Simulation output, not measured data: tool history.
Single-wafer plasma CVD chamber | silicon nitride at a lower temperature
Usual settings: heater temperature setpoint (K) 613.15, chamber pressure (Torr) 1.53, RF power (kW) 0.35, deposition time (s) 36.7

run    hour  heater temperature setpoint (K)  chamber pressure (Torr)  RF power (kW)  deposition time (s)  read-back reference wafer on the same gauge, thickness_nm  mean film thickness on the monitor wafer (nm)
  1       0                           613.15                     1.28           0.35                 36.7                                                     37.161                                         40.907
  2    53.4                           613.15                     1.28           0.35                 36.7                                                     37.203                                         41.165
  3   135.2                           613.15                     1.28           0.35                 36.7                                                     37.189                                           40.5
  4   218.8                           613.15                     1.53           0.31                 36.7                                                     37.162                                         41.166
  5     320                           613.15                     1.53           0.31                 36.7                                                     37.221                                         41.057
        390  -- thermocouple changed; heater temperature recalibrated
  6   426.8                           613.15                     1.53           0.35                 36.7                                                     37.133                                         44.096
  7     495                           613.15                     1.73           0.35                 36.7                                                     37.209                                         46.588
  8   535.7                           613.15                     1.73           0.35                 36.7                                                     37.194                                         46.408
  9   617.2                           613.15                     1.73           0.35                 36.7                                                     37.186                                         46.276
 10   725.1                           613.15                     1.53           0.37                 36.7                                                     37.209                                         45.376
      741.3  -- RF generator calibrated
      762.6  -- showerhead replaced
 11   831.9                           613.15                     1.53           0.37                 36.7                                                     37.199                                         48.662
      884.9  -- gauge calibrated
 12   935.3                           613.15                     1.53           0.37                 36.7                                                     37.225                                         49.332
 13   973.6                           613.15                     1.53          0.375                 36.7                                                      37.23                                         49.412
 14  1048.3                           601.15                     1.53           0.33                 31.3                                                     37.118                                         39.034

Forecast run 15:
 15  1137.4                           609.15                     1.75          0.295                 34.6                                                          ?                                              ?

Run 15 gave read-back reference wafer on the same gauge, thickness_nm 37.226, mean film thickness on the monitor wafer (nm) 42.967.
Without the tool's hidden state the same run would have given mean film thickness on the monitor wafer (nm) 42.009.
